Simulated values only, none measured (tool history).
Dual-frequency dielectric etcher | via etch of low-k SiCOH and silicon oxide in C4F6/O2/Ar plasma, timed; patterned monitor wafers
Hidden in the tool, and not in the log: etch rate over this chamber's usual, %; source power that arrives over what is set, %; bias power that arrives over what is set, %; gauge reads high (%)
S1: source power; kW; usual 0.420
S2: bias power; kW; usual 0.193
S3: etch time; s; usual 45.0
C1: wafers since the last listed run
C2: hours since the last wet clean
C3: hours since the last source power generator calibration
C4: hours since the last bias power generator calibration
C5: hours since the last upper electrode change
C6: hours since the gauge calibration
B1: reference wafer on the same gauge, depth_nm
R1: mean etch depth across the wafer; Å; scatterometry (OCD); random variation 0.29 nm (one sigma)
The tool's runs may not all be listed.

| run | hour | S1 | S2 | S3 | C1 | C2 | C3 | C4 | C5 | C6 | B1 | R1 |
|---|---|---|---|---|---|---|---|---|---|---|---|---|
| 1 | 0.0 | 0.420 | 0.193 | 45.0 | 0 | 477.7 | 2784.0 | 4956.3 | 2590.4 | 643.0 | 129.1 | 1186 |
| 2 | 34.4 | 0.420 | 0.193 | 45.0 | 422 | 512.1 | 2818.4 | 4990.7 | 2624.8 | 677.4 | 128.9 | 1187 |
| 3 | 116.0 | 0.420 | 0.193 | 45.0 | 1003 | 593.7 | 2900.0 | 5072.3 | 2706.4 | 759.0 | 129.0 | 1191 |
| 4 | 131.7 | 0.420 | 0.193 | 45.0 | 193 | 609.4 | 2915.7 | 5088.0 | 2722.1 | 774.7 | 129.1 | 1191 |
|  | 138.2 | gauge calibrated |
|  | 180.5 | wet clean of the chamber |
| 5 | 181.0 | 0.420 | 0.193 | 45.0 | 311 | 0.5 | 2965.0 | 5137.3 | 2771.4 | 42.8 | 129.1 | 1164 |
| 6 | 189.0 | 0.420 | 0.193 | 45.0 | 98 | 8.5 | 2973.0 | 5145.3 | 2779.4 | 50.8 | 129.0 | 1163 |
| 7 | 209.8 | 0.420 | 0.193 | 45.0 | 255 | 29.3 | 2993.8 | 5166.1 | 2800.2 | 71.6 | 129.1 | 1165 |
| 8 | 226.5 | 0.420 | 0.193 | 45.0 | 205 | 46.0 | 3010.5 | 5182.8 | 2816.9 | 88.3 | 129.0 | 1169 |
| 9 | 254.0 | 0.420 | 0.193 | 45.0 | 338 | 73.5 | 3038.0 | 5210.3 | 2844.4 | 115.8 | 129.0 | 1165 |
| 10 | 271.2 | 0.420 | 0.193 | 45.0 | 211 | 90.7 | 3055.2 | 5227.5 | 2861.6 | 133.0 | 129.1 | 1168 |
|  | 288.8 | bias power generator calibrated |
|  | 358.8 | upper electrode replaced |
| 11 | 359.3 | 0.420 | 0.179 | 45.0 | 738 | 178.8 | 3143.3 | 70.5 | 0.5 | 221.1 | 128.8 | 1142 |
| 12 | 360.6 | 0.460 | 0.172 | 45.0 | 15 | 180.1 | 3144.6 | 71.8 | 1.8 | 222.4 | 128.8 | 1163 |
| 13 | 394.2 | 0.350 | 0.162 | 32.5 | 413 | 213.7 | 3178.2 | 105.4 | 35.4 | 256.0 | 129.1 | 760 |
| 14 | 409.8 | 0.330 | 0.212 | 45.0 | 191 | 229.3 | 3193.8 | 121.0 | 51.0 | 271.6 | 129.0 | 1128 |
| 15 | 422.4 | 0.330 | 0.208 | 36.0 | 154 | 241.9 | 3206.4 | 133.6 | 63.6 | 284.2 | 129.0 | 901 |
| 16 | 438.9 | 0.500 | 0.238 | 38.0 | 202 | 258.4 | 3222.9 | 150.1 | 80.1 | 300.7 | 128.9 | 1110 |
|  | 448.5 | source power generator calibrated |
| 17 | 451.4 | 0.420 | 0.193 | 45.0 | 104 | 270.9 | 2.9 | 162.6 | 92.6 | 313.2 | 129.0 | 1174 |
| 18 | 480.1 | 0.420 | 0.193 | 45.0 | 352 | 299.6 | 31.6 | 191.3 | 121.3 | 341.9 | 129.0 | 1175 |
| 19 | 494.0 | 0.420 | 0.193 | 45.0 | 170 | 313.5 | 45.5 | 205.2 | 135.2 | 355.8 | 129.2 | 1174 |
| 20 | 525.7 | 0.380 | 0.213 | 35.5 | 389 | 345.2 | 77.2 | 236.9 | 166.9 | 387.5 | 128.9 | 933 |
| 21 | 560.0 | 0.420 | 0.193 | 45.0 | 421 | 379.5 | 111.5 | 271.2 | 201.2 | 421.8 | 129.1 | 1178 |
| 22 | 593.4 | 0.390 | 0.162 | 34.5 | 410 | 412.9 | 144.9 | 304.6 | 234.6 | 455.2 | 128.9 | 843 |
| 23 | 614.1 | 0.420 | 0.193 | 45.0 | 254 | 433.6 | 165.6 | 325.3 | 255.3 | 475.9 | 129.0 | 1182 |
| 24 | 648.7 | 0.390 | 0.152 | 50.0 | 425 | 468.2 | 200.2 | 359.9 | 289.9 | 510.5 | 129.0 | 1199 |
| 25 | 667.5 | 0.420 | 0.193 | 45.0 | 231 | 487.0 | 219.0 | 378.7 | 308.7 | 529.3 | 129.2 | 1180 |
| 26 | 686.3 | 0.460 | 0.193 | 39.5 | 231 | 505.8 | 237.8 | 397.5 | 327.5 | 548.1 | 128.9 | 1070 |
| 27 | 710.9 | 0.380 | 0.228 | 35.0 | 302 | 530.4 | 262.4 | 422.1 | 352.1 | 572.7 | 129.1 | 950 |
| 28 | 731.5 | 0.420 | 0.193 | 45.0 | 253 | 551.0 | 283.0 | 442.7 | 372.7 | 593.3 | 129.1 | 1180 |
| 29 | 745.2 | 0.470 | 0.161 | 32.5 | 168 | 564.7 | 296.7 | 456.4 | 386.4 | 607.0 | 128.8 | 842 |

Some steps in R1 between neighbouring runs. How much of each would the tool show without its hidden state too (settings, what came in, random variation), and how much is left for the hidden state, with any gauge scatter that isn't in both results?
Run 4 -> 5: gauge calibrated, wet clean of the chamber. R1 -27 Å: hidden state -29, all else +2.
Run 12 -> 13: S1 0.460 -> 0.350, S2 0.172 -> 0.162, S3 45.0 -> 32.5. R1 -403 Å: hidden state -2, all else -401.
Run 13 -> 14: S1 0.350 -> 0.330, S2 0.162 -> 0.212, S3 32.5 -> 45.0. R1 +368 Å: hidden state +4, all else +364.
Run 28 -> 29: S1 0.420 -> 0.470, S2 0.193 -> 0.161, S3 45.0 -> 32.5. R1 -338 Å: hidden state -7, all else -331.
